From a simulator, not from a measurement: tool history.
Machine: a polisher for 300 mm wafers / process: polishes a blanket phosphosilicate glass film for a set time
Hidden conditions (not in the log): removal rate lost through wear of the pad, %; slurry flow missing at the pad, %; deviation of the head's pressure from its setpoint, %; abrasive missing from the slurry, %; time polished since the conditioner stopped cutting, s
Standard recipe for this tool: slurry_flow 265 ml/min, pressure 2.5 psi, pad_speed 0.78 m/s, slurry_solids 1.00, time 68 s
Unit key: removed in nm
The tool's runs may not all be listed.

| run | day | slurry_flow | pressure | pad_speed | slurry_solids | time | wafers since the last listed run | wafers polished on this pad | hours since the slurry nozzle was cleaned | hours since the head pressure was calibrated | hours since the slurry blender was calibrated | hours since the conditioning disc was replaced | incoming thickness of the incoming film, nm | removed |
|---|---|---|---|---|---|---|---|---|---|---|---|---|---|---|
| 1 | 0.000 | 265 | 2.5 | 0.78 | 1.00 | 68 | 0 | 471 | 224.8 | 291.2 | 311.3 | 65.7 | 3993.9 | 337.5 |
| 2 | 0.608 | 265 | 2.5 | 0.78 | 1.00 | 68 | 160 | 631 | 239.4 | 305.8 | 325.9 | 80.3 | 4032.9 | 312.0 |
|  | 0.888 | worn pad replaced by a new one |
| 3 | 0.962 | 265 | 2.5 | 0.78 | 1.00 | 68 | 49 | 19 | 247.9 | 314.3 | 334.4 | 88.8 | 3987.3 | 350.5 |
| 4 | 1.238 | 265 | 2.5 | 0.78 | 1.00 | 68 | 72 | 92 | 254.5 | 320.9 | 341.0 | 95.4 | 3961.9 | 346.3 |
|  | 1.654 | conditioning disc replaced and pad reconditioned |
| 5 | 1.821 | 265 | 2.5 | 0.78 | 1.00 | 68 | 131 | 223 | 268.5 | 334.9 | 355.0 | 4.0 | 3997.8 | 378.4 |
| 6 | 3.008 | 265 | 2.5 | 0.78 | 1.00 | 68 | 312 | 536 | 297.0 | 363.4 | 383.5 | 32.5 | 3974.3 | 342.2 |
| 7 | 3.354 | 265 | 2.5 | 0.78 | 1.00 | 68 | 91 | 627 | 305.3 | 371.7 | 391.8 | 40.8 | 3929.3 | 329.9 |
| 8 | 3.683 | 265 | 2.5 | 0.78 | 1.15 | 68 | 86 | 714 | 313.2 | 379.6 | 399.7 | 48.7 | 4003.8 | 340.0 |
|  | 4.021 | worn pad replaced by a new one |
| 9 | 4.138 | 265 | 2.5 | 0.58 | 1.20 | 68 | 75 | 30 | 324.1 | 390.5 | 410.6 | 59.6 | 4067.8 | 316.7 |
|  | 4.475 | slurry blender recalibrated |
| 10 | 4.879 | 265 | 2.5 | 0.58 | 1.20 | 68 | 173 | 204 | 341.9 | 408.3 | 9.7 | 77.4 | 3916.3 | 313.8 |
|  | 5.196 | head pressure recalibrated |
| 11 | 5.246 | 265 | 2.5 | 0.78 | 0.85 | 68 | 74 | 278 | 350.7 | 1.2 | 18.5 | 86.2 | 3987.1 | 310.3 |
|  | 5.742 | conditioning disc replaced and pad reconditioned |
| 12 | 5.812 | 295 | 1.9 | 1.02 | 1.30 | 68 | 127 | 406 | 364.3 | 14.8 | 32.1 | 1.7 | 4006.4 | 387.3 |
| 13 | 6.167 | 240 | 2.5 | 0.88 | 1.20 | 84 | 93 | 499 | 372.8 | 23.3 | 40.6 | 10.2 | 3990.6 | 507.3 |
| 14 | 6.488 | 265 | 2.5 | 0.78 | 1.00 | 68 | 84 | 583 | 380.5 | 31.0 | 48.3 | 17.9 | 3946.6 | 333.2 |
| 15 | 6.942 | 265 | 2.5 | 0.78 | 1.00 | 68 | 119 | 703 | 391.4 | 41.9 | 59.2 | 28.8 | 3982.5 | 318.1 |
|  | 7.121 | worn pad replaced by a new one |
| 16 | 7.408 | 265 | 2.5 | 0.78 | 1.00 | 68 | 79 | 76 | 402.6 | 53.1 | 70.4 | 40.0 | 3991.2 | 363.3 |
| 17 | 7.929 | 265 | 2.5 | 0.78 | 1.00 | 68 | 137 | 213 | 415.1 | 65.6 | 82.9 | 52.5 | 3919.8 | 357.7 |
| 18 | 8.504 | 265 | 2.5 | 0.86 | 1.00 | 68 | 151 | 364 | 428.9 | 79.4 | 96.7 | 66.3 | 3997.2 | 363.9 |
| 19 | 8.900 | 325 | 2.1 | 0.96 | 1.00 | 61 | 104 | 469 | 438.4 | 88.9 | 106.2 | 75.8 | 3973.0 | 304.7 |
|  | 9.658 | conditioning disc replaced and pad reconditioned |
|  | 9.933 | slurry nozzle cleaned |
|  | 10.304 | worn pad replaced by a new one |
| 20 | 10.325 | 235 | 2.5 | 0.90 | 1.00 | 68 | 298 | 5 | 9.4 | 123.1 | 140.4 | 16.0 | 4068.9 | 409.2 |
| 21 | 10.704 | 265 | 2.8 | 0.92 | 0.90 | 68 | 99 | 105 | 18.5 | 132.2 | 149.5 | 25.1 | 4005.7 | 433.8 |
| 22 | 11.038 | 170 | 2.5 | 0.78 | 1.25 | 68 | 87 | 192 | 26.5 | 140.2 | 157.5 | 33.1 | 3922.7 | 385.6 |
| 23 | 11.629 | 305 | 2.2 | 0.78 | 1.25 | 68 | 155 | 348 | 40.7 | 154.4 | 171.7 | 47.3 | 3901.1 | 346.6 |
| 24 | 12.138 | 265 | 2.5 | 0.78 | 1.00 | 51 | 133 | 482 | 52.9 | 166.6 | 183.9 | 59.5 | 3951.2 | 251.3 |
| 25 | 12.846 | 265 | 1.8 | 0.96 | 0.70 | 46 | 186 | 669 | 69.9 | 183.6 | 200.9 | 76.5 | 4023.9 | 145.6 |

Selected run-to-run steps in removed, each split into two signed amounts: the part the tool would show with no hidden state at all (from settings, incoming material and random variation), and the remainder, which goes to the hidden state together with any gauge scatter not common to the measured and the hidden-state-free results:
Run 8 -> 9: pad_speed 0.78 -> 0.58, slurry_solids 1.15 -> 1.20, worn pad replaced by a new one. removed -23.3 nm: hidden state +61.2, all else -84.5.
Run 12 -> 13: slurry_flow 295 -> 240, pressure 1.9 -> 2.5, pad_speed 1.02 -> 0.88, slurry_solids 1.30 -> 1.20, time 68 -> 84. removed +120.0 nm: hidden state -30.7, all else +150.7.
Run 13 -> 14: slurry_flow 240 -> 265, pad_speed 0.88 -> 0.78, slurry_solids 1.20 -> 1.00, time 84 -> 68. removed -174.1 nm: hidden state +7.3, all else -181.4.
Run 15 -> 16: worn pad replaced by a new one. removed +45.2 nm: hidden state +49.8, all else -4.6.

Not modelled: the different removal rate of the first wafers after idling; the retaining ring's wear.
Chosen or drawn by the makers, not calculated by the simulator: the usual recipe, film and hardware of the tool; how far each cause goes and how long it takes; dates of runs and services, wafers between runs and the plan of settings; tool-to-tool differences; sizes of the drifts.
